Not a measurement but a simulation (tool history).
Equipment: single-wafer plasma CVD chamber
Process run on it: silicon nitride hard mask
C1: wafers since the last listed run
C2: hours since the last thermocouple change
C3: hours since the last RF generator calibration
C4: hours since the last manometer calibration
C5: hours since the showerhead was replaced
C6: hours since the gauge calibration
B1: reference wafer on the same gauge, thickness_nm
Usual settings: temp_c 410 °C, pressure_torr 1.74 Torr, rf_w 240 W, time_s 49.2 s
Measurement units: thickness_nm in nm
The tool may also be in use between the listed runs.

run 1 hour=0.0 | temp_c=410 pressure_torr=1.74 rf_w=240 time_s=49.2 | C1=0 C2=1755.4 C3=588.9 C4=2157.1 C5=3588.3 C6=293.2 | B1=55.142 | thickness_nm=49.074
-- hour=2.5 gauge calibrated
run 2 hour=25.4 | temp_c=410 pressure_torr=1.74 rf_w=240 time_s=49.2 | C1=414 C2=1780.8 C3=614.3 C4=2182.5 C5=3613.7 C6=22.9 | B1=55.185 | thickness_nm=49.212
run 3 hour=40.4 | temp_c=410 pressure_torr=1.74 rf_w=225 time_s=49.2 | C1=245 C2=1795.8 C3=629.3 C4=2197.5 C5=3628.7 C6=37.9 | B1=55.174 | thickness_nm=47.043
run 4 hour=66.1 | temp_c=410 pressure_torr=1.74 rf_w=225 time_s=49.2 | C1=419 C2=1821.5 C3=655.0 C4=2223.2 C5=3654.4 C6=63.6 | B1=55.191 | thickness_nm=46.813
run 5 hour=89.3 | temp_c=410 pressure_torr=1.74 rf_w=225 time_s=49.2 | C1=378 C2=1844.7 C3=678.2 C4=2246.4 C5=3677.6 C6=86.8 | B1=55.173 | thickness_nm=46.453
run 6 hour=116.5 | temp_c=410 pressure_torr=1.74 rf_w=240 time_s=49.2 | C1=444 C2=1871.9 C3=705.4 C4=2273.6 C5=3704.8 C6=114.0 | B1=55.249 | thickness_nm=49.726
run 7 hour=137.1 | temp_c=410 pressure_torr=1.74 rf_w=240 time_s=49.2 | C1=336 C2=1892.5 C3=726.0 C4=2294.2 C5=3725.4 C6=134.6 | B1=55.152 | thickness_nm=49.781
-- hour=193.0 showerhead replaced
-- hour=231.8 RF generator calibrated
run 8 hour=234.3 | temp_c=418 pressure_torr=1.74 rf_w=195 time_s=49.2 | C1=1326 C2=1989.7 C3=2.5 C4=2391.4 C5=41.3 C6=231.8 | B1=55.227 | thickness_nm=40.760
-- hour=253.5 thermocouple changed; heater temperature recalibrated
run 9 hour=254.2 | temp_c=399 pressure_torr=1.74 rf_w=240 time_s=45.7 | C1=194 C2=0.7 C3=22.4 C4=2411.3 C5=61.2 C6=251.7 | B1=55.254 | thickness_nm=46.512
-- hour=277.6 capacitance manometer re-zeroed and calibrated
run 10 hour=279.2 | temp_c=418 pressure_torr=1.74 rf_w=195 time_s=49.2 | C1=277 C2=25.7 C3=47.4 C4=1.6 C5=86.2 C6=276.7 | B1=55.270 | thickness_nm=41.108
-- hour=311.8 gauge calibrated
run 11 hour=314.9 | temp_c=404 pressure_torr=2.14 rf_w=225 time_s=49.2 | C1=583 C2=61.4 C3=83.1 C4=37.3 C5=121.9 C6=3.1 | B1=55.168 | thickness_nm=49.798
run 12 hour=339.1 | temp_c=410 pressure_torr=2.06 rf_w=225 time_s=49.2 | C1=395 C2=85.6 C3=107.3 C4=61.5 C5=146.1 C6=27.3 | B1=55.199 | thickness_nm=49.006
run 13 hour=365.4 | temp_c=404 pressure_torr=1.74 rf_w=240 time_s=49.2 | C1=429 C2=111.9 C3=133.6 C4=87.8 C5=172.4 C6=53.6 | B1=55.188 | thickness_nm=49.543
run 14 hour=400.3 | temp_c=397 pressure_torr=2.05 rf_w=240 time_s=49.2 | C1=570 C2=146.8 C3=168.5 C4=122.7 C5=207.3 C6=88.5 | B1=55.171 | thickness_nm=52.413

Alternative continuations, all from the tool just after run 14; predict every row:
run A hour=400.7 | temp_c=410 pressure_torr=1.74 rf_w=265 time_s=49.2 | C1=6 C2=147.2 C3=168.9 C4=123.1 C5=207.7 C6=88.9 | B1=? | thickness_nm=?
run B hour=400.7 | temp_c=416 pressure_torr=1.74 rf_w=265 time_s=42.6 | C1=6 C2=147.2 C3=168.9 C4=123.1 C5=207.7 C6=88.9 | B1=? | thickness_nm=?
run C hour=400.7 | temp_c=425 pressure_torr=1.46 rf_w=240 time_s=49.2 | C1=6 C2=147.2 C3=168.9 C4=123.1 C5=207.7 C6=88.9 | B1=? | thickness_nm=?
run D hour=400.7 | temp_c=410 pressure_torr=1.97 rf_w=240 time_s=49.2 | C1=6 C2=147.2 C3=168.9 C4=123.1 C5=207.7 C6=88.9 | B1=? | thickness_nm=?

run=A B1=55.169 thickness_nm=53.733
run=B B1=55.169 thickness_nm=46.400
run=C B1=55.169 thickness_nm=46.629
run=D B1=55.169 thickness_nm=51.383
Without the tool's hidden state the same runs would have given:
run=A thickness_nm=53.733
run=B thickness_nm=46.400
run=C thickness_nm=46.629
run=D thickness_nm=51.383
